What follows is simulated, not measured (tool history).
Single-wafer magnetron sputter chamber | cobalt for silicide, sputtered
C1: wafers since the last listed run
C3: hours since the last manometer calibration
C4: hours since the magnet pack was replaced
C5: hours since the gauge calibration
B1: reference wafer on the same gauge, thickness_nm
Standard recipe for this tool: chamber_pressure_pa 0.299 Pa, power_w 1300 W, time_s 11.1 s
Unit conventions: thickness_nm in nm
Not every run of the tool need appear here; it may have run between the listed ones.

{"run": 1, "hour": 0.0, "chamber_pressure_pa": 0.231, "power_w": 1300, "time_s": 11.1, "C1": 0, "wafers on the sputter target": 1063, "C3": 2265.3, "C4": 5458.6, "C5": 231.4, "B1": 7.653, "thickness_nm": 7.834}
{"run": 2, "hour": 6.2, "chamber_pressure_pa": 0.231, "power_w": 1300, "time_s": 11.1, "C1": 259, "wafers on the sputter target": 1322, "C3": 2271.5, "C4": 5464.8, "C5": 237.6, "B1": 7.653, "thickness_nm": 7.82}
{"run": 3, "hour": 14.2, "chamber_pressure_pa": 0.299, "power_w": 1300, "time_s": 11.1, "C1": 334, "wafers on the sputter target": 1657, "C3": 2279.5, "C4": 5472.8, "C5": 245.6, "B1": 7.658, "thickness_nm": 7.54}
{"run": 4, "hour": 53.0, "chamber_pressure_pa": 0.299, "power_w": 1300, "time_s": 11.1, "C1": 1623, "wafers on the sputter target": 3280, "C3": 2318.3, "C4": 5511.6, "C5": 284.4, "B1": 7.652, "thickness_nm": 7.567}
{"run": 5, "hour": 59.0, "chamber_pressure_pa": 0.299, "power_w": 1300, "time_s": 11.1, "C1": 251, "wafers on the sputter target": 3531, "C3": 2324.3, "C4": 5517.6, "C5": 290.4, "B1": 7.657, "thickness_nm": 7.508}
{"run": 6, "hour": 68.5, "chamber_pressure_pa": 0.27, "power_w": 1300, "time_s": 11.1, "C1": 397, "wafers on the sputter target": 3929, "C3": 2333.8, "C4": 5527.1, "C5": 299.9, "B1": 7.663, "thickness_nm": 7.653}
{"run": 7, "hour": 84.5, "chamber_pressure_pa": 0.27, "power_w": 1300, "time_s": 11.1, "C1": 669, "wafers on the sputter target": 4599, "C3": 2349.8, "C4": 5543.1, "C5": 315.9, "B1": 7.659, "thickness_nm": 7.68}
{"run": 8, "hour": 93.7, "chamber_pressure_pa": 0.27, "power_w": 1300, "time_s": 11.1, "C1": 384, "wafers on the sputter target": 4984, "C3": 2359, "C4": 5552.3, "C5": 325.1, "B1": 7.664, "thickness_nm": 7.675}
{"run": 9, "hour": 111.3, "chamber_pressure_pa": 0.299, "power_w": 1550, "time_s": 12.5, "C1": 736, "wafers on the sputter target": 5720, "C3": 2376.6, "C4": 5569.9, "C5": 342.7, "B1": 7.662, "thickness_nm": 10.153}
{"run": 10, "hour": 120.2, "chamber_pressure_pa": 0.299, "power_w": 1300, "time_s": 11.1, "C1": 372, "wafers on the sputter target": 6092, "C3": 2385.5, "C4": 5578.8, "C5": 351.6, "B1": 7.661, "thickness_nm": 7.57}
{"run": 11, "hour": 134.1, "chamber_pressure_pa": 0.299, "power_w": 1050, "time_s": 11.1, "C1": 581, "wafers on the sputter target": 6674, "C3": 2399.4, "C4": 5592.7, "C5": 365.5, "B1": 7.66, "thickness_nm": 6.102}
{"run": 12, "hour": 151.2, "chamber_pressure_pa": 0.299, "power_w": 1050, "time_s": 11.1, "C1": 715, "wafers on the sputter target": 7390, "C3": 2416.5, "C4": 5609.8, "C5": 382.6, "B1": 7.661, "thickness_nm": 6.098}
{"run": 13, "hour": 164.8, "chamber_pressure_pa": 0.299, "power_w": 1300, "time_s": 11.1, "C1": 569, "wafers on the sputter target": 7959, "C3": 2430.1, "C4": 5623.4, "C5": 396.2, "B1": 7.66, "thickness_nm": 7.536}
{"hour": 181.2, "done": "sputter target and shields replaced"}
{"run": 14, "hour": 203.9, "chamber_pressure_pa": 0.299, "power_w": 1300, "time_s": 11.1, "C1": 1301, "wafers on the sputter target": 948, "C3": 2469.2, "C4": 5662.5, "C5": 435.3, "B1": 7.664, "thickness_nm": 7.548}
{"run": 15, "hour": 219.8, "chamber_pressure_pa": 0.299, "power_w": 1300, "time_s": 11.1, "C1": 665, "wafers on the sputter target": 1613, "C3": 2485.1, "C4": 5678.4, "C5": 451.2, "B1": 7.657, "thickness_nm": 7.545}
{"hour": 223.9, "done": "gauge calibrated"}
{"run": 16, "hour": 227.9, "chamber_pressure_pa": 0.299, "power_w": 1300, "time_s": 11.1, "C1": 338, "wafers on the sputter target": 1952, "C3": 2493.2, "C4": 5686.5, "C5": 4, "B1": 7.659, "thickness_nm": 7.552}
{"run": 17, "hour": 234.9, "chamber_pressure_pa": 0.18, "power_w": 1400, "time_s": 9, "C1": 292, "wafers on the sputter target": 2245, "C3": 2500.2, "C4": 5693.5, "C5": 11, "B1": 7.663, "thickness_nm": 7.027}
{"run": 18, "hour": 244.7, "chamber_pressure_pa": 0.299, "power_w": 1300, "time_s": 11.1, "C1": 410, "wafers on the sputter target": 2655, "C3": 2510, "C4": 5703.3, "C5": 20.8, "B1": 7.664, "thickness_nm": 7.558}
{"run": 19, "hour": 258.0, "chamber_pressure_pa": 0.299, "power_w": 1300, "time_s": 11.1, "C1": 556, "wafers on the sputter target": 3211, "C3": 2523.3, "C4": 5716.6, "C5": 34.1, "B1": 7.659, "thickness_nm": 7.543}
{"run": 20, "hour": 270.9, "chamber_pressure_pa": 0.193, "power_w": 1000, "time_s": 11.1, "C1": 539, "wafers on the sputter target": 3751, "C3": 2536.2, "C4": 5729.5, "C5": 47, "B1": 7.656, "thickness_nm": 6.147}
{"run": 21, "hour": 284.1, "chamber_pressure_pa": 0.221, "power_w": 1150, "time_s": 10.2, "C1": 552, "wafers on the sputter target": 4304, "C3": 2549.4, "C4": 5742.7, "C5": 60.2, "B1": 7.665, "thickness_nm": 6.387}
{"run": 22, "hour": 299.4, "chamber_pressure_pa": 0.413, "power_w": 1200, "time_s": 9.6, "C1": 640, "wafers on the sputter target": 4944, "C3": 2564.7, "C4": 5758, "C5": 75.5, "B1": 7.657, "thickness_nm": 5.673}
{"hour": 318.4, "done": "capacitance manometer re-zeroed and calibrated"}
{"run": 23, "hour": 318.9, "chamber_pressure_pa": 0.218, "power_w": 1400, "time_s": 12.9, "C1": 481, "wafers on the sputter target": 5425, "C3": 0.5, "C4": 5777.5, "C5": 95, "B1": 7.657, "thickness_nm": 9.902}
{"run": 24, "hour": 319.2, "chamber_pressure_pa": 0.299, "power_w": 1550, "time_s": 11.1, "C1": 12, "wafers on the sputter target": 5438, "C3": 0.8, "C4": 5777.8, "C5": 95.3, "B1": 7.662, "thickness_nm": 8.987}
{"hour": 369.7, "done": "sputter target and shields replaced"}
{"run": 25, "hour": 370.5, "chamber_pressure_pa": 0.27, "power_w": 1300, "time_s": 11.1, "C1": 1811, "wafers on the sputter target": 33, "C3": 52.1, "C4": 5829.1, "C5": 146.6, "B1": 7.663, "thickness_nm": 7.648}
{"run": 26, "hour": 384.4, "chamber_pressure_pa": 0.299, "power_w": 1300, "time_s": 10.2, "C1": 581, "wafers on the sputter target": 614, "C3": 66, "C4": 5843, "C5": 160.5, "B1": 7.659, "thickness_nm": 6.911}
{"hour": 396.8, "done": "magnet pack replaced"}
{"run": 27, "hour": 398.3, "chamber_pressure_pa": 0.407, "power_w": 1150, "time_s": 11.1, "C1": 246, "wafers on the sputter target": 861, "C3": 79.9, "C4": 1.5, "C5": 174.4, "B1": 7.652, "thickness_nm": 6.282}
{"run": 28, "hour": 408.9, "chamber_pressure_pa": 0.194, "power_w": 1200, "time_s": 9.2, "C1": 443, "wafers on the sputter target": 1305, "C3": 90.5, "C4": 12.1, "C5": 185, "B1": 7.666, "thickness_nm": 6.114}
{"run": 29, "hour": 422.0, "chamber_pressure_pa": 0.299, "power_w": 1500, "time_s": 12, "C1": 548, "wafers on the sputter target": 1853, "C3": 103.6, "C4": 25.2, "C5": 198.1, "B1": 7.656, "thickness_nm": 9.419}
{"run": 30, "hour": 436.9, "chamber_pressure_pa": 0.299, "power_w": 1100, "time_s": 12.9, "C1": 623, "wafers on the sputter target": 2476, "C3": 118.5, "C4": 40.1, "C5": 213, "B1": 7.666, "thickness_nm": 7.454}
{"run": 31, "hour": 452.9, "chamber_pressure_pa": 0.299, "power_w": 1550, "time_s": 8.9, "C1": 669, "wafers on the sputter target": 3146, "C3": 134.5, "C4": 56.1, "C5": 229, "B1": 7.661, "thickness_nm": 7.218}
{"run": 32, "hour": 503.6, "chamber_pressure_pa": 0.374, "power_w": 1500, "time_s": 12.4, "C1": 2121, "wafers on the sputter target": 5268, "C3": 185.2, "C4": 106.8, "C5": 279.7, "B1": 7.654, "thickness_nm": 9.324}
{"run": 33, "hour": 514.1, "chamber_pressure_pa": 0.191, "power_w": 1300, "time_s": 13, "C1": 439, "wafers on the sputter target": 5707, "C3": 195.7, "C4": 117.3, "C5": 290.2, "B1": 7.656, "thickness_nm": 9.377}

Run-by-run hidden state of the tool:
deposition rate above that of a new target (%): 0 in every run
true argon pressure above the setpoint (%): 0 in every run
gauge reads high (%): 0 in every run
